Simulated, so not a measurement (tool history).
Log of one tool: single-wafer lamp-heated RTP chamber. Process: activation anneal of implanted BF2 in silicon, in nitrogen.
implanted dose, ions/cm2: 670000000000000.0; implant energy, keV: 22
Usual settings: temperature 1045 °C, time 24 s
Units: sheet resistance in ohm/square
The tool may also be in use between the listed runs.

| run | hour | temperature | time | wafers since the last listed run | wafers since the last pyrometer calibration | wafers since the reflector plate was cleaned | hours since the gauge calibration | read-back reference wafer on the same gauge, sheet resistance | sheet resistance |
|---|---|---|---|---|---|---|---|---|---|
| 1 | 0 | 1045 | 16 | 0 | 1775 | 10801 | 194.4 | 235.17 | 207.99 |
| 2 | 12 | 1045 | 16 | 102 | 1877 | 10903 | 206.4 | 235.04 | 207.05 |
| 3 | 27.4 | 1045 | 16 | 131 | 2008 | 11034 | 221.8 | 235.05 | 208.19 |
|  | 38.6 | pyrometer window cleaned and pyrometer calibrated |
| 4 | 39.1 | 1045 | 24 | 31 | 4 | 11066 | 233.5 | 235.12 | 206.97 |
| 5 | 52.6 | 1045 | 24 | 115 | 119 | 11181 | 247 | 235.04 | 206.15 |
| 6 | 69.7 | 1045 | 24 | 145 | 264 | 11326 | 264.1 | 235.2 | 205.79 |
| 7 | 86.2 | 1045 | 24 | 140 | 405 | 11467 | 280.6 | 235.19 | 206.71 |
| 8 | 96.7 | 1045 | 31 | 89 | 494 | 11556 | 291.1 | 234.77 | 202.23 |
| 9 | 113.2 | 1045 | 24 | 140 | 635 | 11697 | 307.6 | 234.78 | 205.53 |
| 10 | 129.8 | 1051 | 24 | 141 | 776 | 11838 | 324.2 | 235.05 | 203.72 |
| 11 | 136.9 | 1051 | 24 | 60 | 837 | 11899 | 331.3 | 235.21 | 203.21 |
| 12 | 148.9 | 1045 | 24 | 102 | 939 | 12001 | 343.3 | 234.92 | 205.31 |
| 13 | 159.7 | 1045 | 24 | 92 | 1031 | 12093 | 354.1 | 234.85 | 206.96 |
| 14 | 176 | 1045 | 24 | 138 | 1170 | 12232 | 370.4 | 234.93 | 204.23 |
|  | 185.2 | gauge calibrated |
|  | 197.1 | reflector plate cleaned |
| 15 | 207.4 | 1045 | 24 | 199 | 1369 | 87 | 22.2 | 234.99 | 204.97 |
| 16 | 224.6 | 1045 | 24 | 146 | 1516 | 234 | 39.4 | 234.81 | 203.78 |
| 17 | 233.3 | 1021 | 13 | 74 | 1590 | 308 | 48.1 | 235.22 | 222.54 |
| 18 | 250.4 | 1020 | 33 | 145 | 1736 | 453 | 65.2 | 235.05 | 208.77 |
|  | 265.5 | pyrometer window cleaned and pyrometer calibrated |
| 19 | 266.2 | 1045 | 15 | 66 | 6 | 520 | 81 | 234.88 | 212.19 |
| 20 | 280.8 | 1045 | 24 | 124 | 130 | 644 | 95.6 | 235.06 | 208.4 |
| 21 | 296.4 | 1028 | 24 | 132 | 263 | 777 | 111.2 | 234.92 | 212.79 |
| 22 | 311.8 | 1045 | 24 | 131 | 394 | 908 | 126.6 | 234.89 | 206.82 |
| 23 | 327.9 | 1026 | 11 | 137 | 531 | 1046 | 142.7 | 234.82 | 223.28 |
| 24 | 380.4 | 1066 | 17 | 447 | 978 | 1493 | 195.2 | 235.09 | 201.53 |
| 25 | 397.6 | 1028 | 29 | 146 | 1125 | 1639 | 212.4 | 234.91 | 210.54 |
| 26 | 413.4 | 1061 | 24 | 134 | 1260 | 1774 | 228.2 | 235.02 | 199.49 |
| 27 | 430.2 | 1045 | 24 | 143 | 1403 | 1917 | 245 | 235.02 | 204.38 |
| 28 | 443.7 | 1033 | 32 | 115 | 1518 | 2032 | 258.5 | 234.82 | 205.84 |
| 29 | 461.6 | 1057 | 24 | 152 | 1670 | 2185 | 276.4 | 235.09 | 200.39 |
| 30 | 510.8 | 1069 | 16 | 419 | 2089 | 2604 | 325.6 | 235.32 | 200.26 |
|  | 529.5 | pyrometer window cleaned and pyrometer calibrated |
| 31 | 530 | 1059 | 29 | 95 | 4 | 2699 | 344.8 | 235.17 | 201.3 |
| 32 | 542.6 | 1045 | 14 | 107 | 111 | 2806 | 357.4 | 235.04 | 211.31 |
| 33 | 554.3 | 1019 | 24 | 99 | 211 | 2906 | 369.1 | 234.92 | 217.22 |

The same runs without the tool's hidden state, with the same run-to-run variation:
The hidden state here: true wafer temperature minus pyrometer reading, K; wafer temperature error from the tarnished reflector plate, K; gauge reads high (%).
| run | sheet resistance |
|---|---|
| 1 | 211.05 |
| 2 | 210.42 |
| 3 | 212.02 |
| 4 | 207.48 |
| 5 | 206.67 |
| 6 | 206.36 |
| 7 | 207.37 |
| 8 | 202.89 |
| 9 | 206.39 |
| 10 | 204.68 |
| 11 | 204.24 |
| 12 | 206.58 |
| 13 | 208.39 |
| 14 | 205.9 |
| 15 | 207.23 |
| 16 | 206.39 |
| 17 | 227.39 |
| 18 | 213.26 |
| 19 | 212.36 |
| 20 | 208.56 |
| 21 | 213.06 |
| 22 | 207.1 |
| 23 | 223.93 |
| 24 | 202.25 |
| 25 | 212.08 |
| 26 | 200.7 |
| 27 | 206.21 |
| 28 | 208.11 |
| 29 | 202.52 |
| 30 | 202.83 |
| 31 | 201.59 |
| 32 | 211.75 |
| 33 | 217.85 |
